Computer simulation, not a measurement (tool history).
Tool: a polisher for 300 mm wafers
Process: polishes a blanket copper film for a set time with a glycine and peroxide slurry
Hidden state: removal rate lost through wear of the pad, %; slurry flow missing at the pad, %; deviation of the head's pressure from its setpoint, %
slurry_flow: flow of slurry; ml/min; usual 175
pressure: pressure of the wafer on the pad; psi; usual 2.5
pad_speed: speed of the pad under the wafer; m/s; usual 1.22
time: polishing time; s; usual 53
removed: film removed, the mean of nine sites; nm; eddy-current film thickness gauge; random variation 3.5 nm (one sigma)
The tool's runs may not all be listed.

run	day	slurry_flow	pressure	pad_speed	time	wafers since the last listed run	wafers polished on this pad	hours since the slurry nozzle was cleaned	hours since the head pressure was calibrated	incoming thickness of the incoming film, nm	removed
1	0	175	2.5	1.44	53	0	1475	49.1	110.3	2005.2	299
# day 3.112: worn pad replaced by a new one
2	8.071	175	2.5	1.22	39	2032	1275	242.8	304	2064.1	188.6
3	10.958	175	2.5	1.22	39	742	2018	312.1	373.3	1999.6	186.1
# day 12.133: worn pad replaced by a new one, of another model than before
4	19.596	215	2.5	1.22	58	2178	1919	519.4	580.6	2006	282.6
5	20.6	215	2.5	1.22	58	258	2177	543.5	604.7	2065.5	277.8
# day 21.717: worn pad replaced by a new one
6	23.246	215	2.5	1.22	58	637	392	607	668.2	2015.6	297.1
# day 25.446: slurry nozzle cleaned
7	28.125	175	2.5	1.22	53	1244	1637	64.3	785.3	2012.7	254.1
8	30.329	175	2.5	1.22	53	566	2203	117.2	838.2	2003.5	255.6
# day 31.046: worn pad replaced by a new one
9	32.371	210	2.5	0.96	62	482	340	166.2	887.2	2020.6	294.8
10	33.929	175	2.5	1.22	53	400	741	203.6	924.6	2031.4	260.6
# day 34.383: head pressure recalibrated
11	36.129	175	1.8	1.22	39	544	1285	256.4	41.9	2020.7	160.9
12	38.858	175	2.9	0.98	36	701	1987	321.9	107.4	2045.8	169.4
13	40.262	175	2.5	1.22	53	361	2349	355.6	141.1	2027.4	247.1
# day 41.2: worn pad replaced by a new one
14	41.725	140	2.8	1.36	53	333	135	390.7	176.2	2047.9	287.6
15	47.558	145	1.7	0.98	64	1500	1635	530.7	316.2	2013.8	234.4
16	49.508	175	2.3	1.22	44	501	2137	577.5	363	2012.6	200.3

How the hidden state differs across the entries between the runs, from the last listed run before each to the first after it:
Between runs 1 and 2: worn pad replaced by a new one (day 3.112)
  removal rate lost through wear of the pad, %: 5.64 -> 4.7
  measured less the result without the state, removed: -17.9 -> -9.3 nm
Between runs 3 and 4: worn pad replaced by a new one, of another model than before (day 12.133)
  removal rate lost through wear of the pad, %: 7.24 -> 8.06
  measured less the result without the state, removed: -14.5 -> -24.8 nm
Between runs 5 and 6: worn pad replaced by a new one (day 21.717)
  removal rate lost through wear of the pad, %: 8.94 -> 1.92
  measured less the result without the state, removed: -27.3 -> -5.9 nm
Between runs 6 and 7: slurry nozzle cleaned (day 25.446)
  removal rate lost through wear of the pad, %: 1.92 -> 6.21
  measured less the result without the state, removed: -5.9 -> -16.9 nm
Between runs 8 and 9: worn pad replaced by a new one (day 31.046)
  removal rate lost through wear of the pad, %: 8.15 -> 1.38
  measured less the result without the state, removed: -22.7 -> -4.1 nm
Between runs 10 and 11: head pressure recalibrated (day 34.383)
  removal rate lost through wear of the pad, %: 2.75 -> 4.69
  measured less the result without the state, removed: -7.3 -> -7.9 nm
Between runs 13 and 14: worn pad replaced by a new one (day 41.2)
  removal rate lost through wear of the pad, %: 8.33 -> 2.19
  measured less the result without the state, removed: -22.4 -> -6.4 nm
